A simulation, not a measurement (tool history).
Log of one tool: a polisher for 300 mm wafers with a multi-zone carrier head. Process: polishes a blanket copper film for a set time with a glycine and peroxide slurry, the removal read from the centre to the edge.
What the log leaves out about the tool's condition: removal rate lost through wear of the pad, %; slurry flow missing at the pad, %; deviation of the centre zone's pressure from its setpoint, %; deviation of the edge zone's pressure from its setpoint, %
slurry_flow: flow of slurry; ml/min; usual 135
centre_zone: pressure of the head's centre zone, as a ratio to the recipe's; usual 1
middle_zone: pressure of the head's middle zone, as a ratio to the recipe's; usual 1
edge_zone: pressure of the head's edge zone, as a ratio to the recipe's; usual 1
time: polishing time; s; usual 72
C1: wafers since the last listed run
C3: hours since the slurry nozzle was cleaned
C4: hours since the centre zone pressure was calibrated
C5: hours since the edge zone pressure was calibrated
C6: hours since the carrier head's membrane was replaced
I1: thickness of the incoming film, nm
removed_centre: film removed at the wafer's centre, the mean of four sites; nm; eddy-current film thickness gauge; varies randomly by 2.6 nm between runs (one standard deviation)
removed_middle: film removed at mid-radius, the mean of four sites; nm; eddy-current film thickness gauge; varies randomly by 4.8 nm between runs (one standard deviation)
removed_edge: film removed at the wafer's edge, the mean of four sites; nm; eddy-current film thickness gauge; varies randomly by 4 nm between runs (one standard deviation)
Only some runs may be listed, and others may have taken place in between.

Run 1, hour 0: usual settings; C1 0; wafers polished on this pad 567; C3 737.6; C4 1444.8; C5 987; C6 988.9; I1 1245.4. Result: removed_centre 351.4 nm, removed_middle 322.4 nm, removed_edge 312.4 nm.
Run 2, hour 9.9: usual settings; C1 79; wafers polished on this pad 646; C3 747.5; C4 1454.7; C5 996.9; C6 998.8; I1 1234.1. Result: removed_centre 354 nm, removed_middle 321.5 nm, removed_edge 314.4 nm.
Run 3, hour 16.7: usual settings; C1 54; wafers polished on this pad 700; C3 754.3; C4 1461.5; C5 1003.7; C6 1005.6; I1 1239.9. Result: removed_centre 356 nm, removed_middle 312.5 nm, removed_edge 313.9 nm.
At hour 36.1: worn pad replaced by a new one.
Run 4, hour 36.6: usual settings; C1 126; wafers polished on this pad 3; C3 774.2; C4 1481.4; C5 1023.6; C6 1025.5; I1 1238.3. Result: removed_centre 359.2 nm, removed_middle 325.6 nm, removed_edge 313.5 nm.
Run 5, hour 47.2: usual settings; C1 84; wafers polished on this pad 88; C3 784.8; C4 1492; C5 1034.2; C6 1036.1; I1 1255.2. Result: removed_centre 355.5 nm, removed_middle 319.2 nm, removed_edge 322.4 nm.
Run 6, hour 57.8: usual settings; C1 84; wafers polished on this pad 172; C3 795.4; C4 1502.6; C5 1044.8; C6 1046.7; I1 1248.8. Result: removed_centre 358.8 nm, removed_middle 319.3 nm, removed_edge 321.2 nm.
At hour 61.5: edge zone pressure recalibrated.
Run 7, hour 71.4: usual settings; C1 92; wafers polished on this pad 265; C3 809; C4 1516.2; C5 9.9; C6 1060.3; I1 1243.7. Result: removed_centre 353.5 nm, removed_middle 331.9 nm, removed_edge 314.7 nm.
Run 8, hour 83.4: usual settings; C1 95; wafers polished on this pad 361; C3 821; C4 1528.2; C5 21.9; C6 1072.3; I1 1232. Result: removed_centre 358.2 nm, removed_middle 317 nm, removed_edge 315.9 nm.
Run 9, hour 99.4: usual settings but middle_zone 0.91; C1 127; wafers polished on this pad 489; C3 837; C4 1544.2; C5 37.9; C6 1088.3; I1 1262.9. Result: removed_centre 361.1 nm, removed_middle 298 nm, removed_edge 318.6 nm.
At hour 109.2: centre zone pressure recalibrated.
Run 10, hour 109.7: usual settings but middle_zone 0.91; C1 66; wafers polished on this pad 555; C3 847.3; C4 0.5; C5 48.2; C6 1098.6; I1 1239.9. Result: removed_centre 316.1 nm, removed_middle 302.8 nm, removed_edge 311.5 nm.
Run 11, hour 124.4: usual settings but slurry_flow 175 ml/min, time 84 s; C1 117; wafers polished on this pad 672; C3 862; C4 15.2; C5 62.9; C6 1113.3; I1 1233.2. Result: removed_centre 391 nm, removed_middle 389.8 nm, removed_edge 369.6 nm.
At hour 134.8: slurry nozzle cleaned.
Run 12, hour 135.3: usual settings but middle_zone 1.1; C1 79; wafers polished on this pad 751; C3 0.5; C4 26.1; C5 73.8; C6 1124.2; I1 1252.5. Result: removed_centre 317.1 nm, removed_middle 346.5 nm, removed_edge 317.6 nm.
At hour 140.1: worn pad replaced by a new one.
Run 13, hour 150.5: usual settings; C1 89; wafers polished on this pad 82; C3 15.7; C4 41.3; C5 89; C6 1139.4; I1 1270.9. Result: removed_centre 319.3 nm, removed_middle 322.7 nm, removed_edge 317 nm.
Run 14, hour 167.3: usual settings but edge_zone 1.1; C1 134; wafers polished on this pad 216; C3 32.5; C4 58.1; C5 105.8; C6 1156.2; I1 1230.2. Result: removed_centre 316.8 nm, removed_middle 329.5 nm, removed_edge 323.5 nm.
At hour 173.1: carrier head's membrane replaced by a new one.
Run 15, hour 176.8: usual settings but slurry_flow 110 ml/min, centre_zone 0.97, middle_zone 1.09; C1 35; wafers polished on this pad 252; C3 42; C4 67.6; C5 115.3; C6 3.7; I1 1249.7. Result: removed_centre 300.2 nm, removed_middle 327.3 nm, removed_edge 307.9 nm.
Run 16, hour 188.9: usual settings; C1 96; wafers polished on this pad 349; C3 54.1; C4 79.7; C5 127.4; C6 15.8; I1 1228.5. Result: removed_centre 321.2 nm, removed_middle 319.4 nm, removed_edge 310.9 nm.
At hour 231: worn pad replaced by a new one.
Run 17, hour 231.5: usual settings but middle_zone 1.05; C1 308; wafers polished on this pad 3; C3 96.7; C4 122.3; C5 170; C6 58.4; I1 1246.7. Result: removed_centre 317.6 nm, removed_middle 332.4 nm, removed_edge 310.8 nm.
Run 18, hour 245.5: usual settings but centre_zone 0.96, middle_zone 0.94, edge_zone 0.91, time 84 s; C1 111; wafers polished on this pad 115; C3 110.7; C4 136.3; C5 184; C6 72.4; I1 1267.4. Result: removed_centre 356.1 nm, removed_middle 369.1 nm, removed_edge 359.1 nm.
Run 19, hour 257: usual settings but middle_zone 0.94, time 92 s; C1 91; wafers polished on this pad 207; C3 122.2; C4 147.8; C5 195.5; C6 83.9; I1 1245.4. Result: removed_centre 402.3 nm, removed_middle 398 nm, removed_edge 402.1 nm.

What does the tool deliver on the next run?
Run 20, hour 271.7: usual settings but slurry_flow 125 ml/min, centre_zone 0.89; C1 117; wafers polished on this pad 324; C3 136.9; C4 162.5; C5 210.2; C6 98.6; I1 1262.8. Result: removed_centre ?, removed_middle ?, removed_edge ?.

Run 20 measured removed_centre 278.4 nm, removed_middle 319.1 nm, removed_edge 318.2 nm.
With the hidden condition absent and the run-to-run variation left alone, this run would have shown removed_centre 275.8 nm, removed_middle 319.1 nm, removed_edge 318.2 nm.
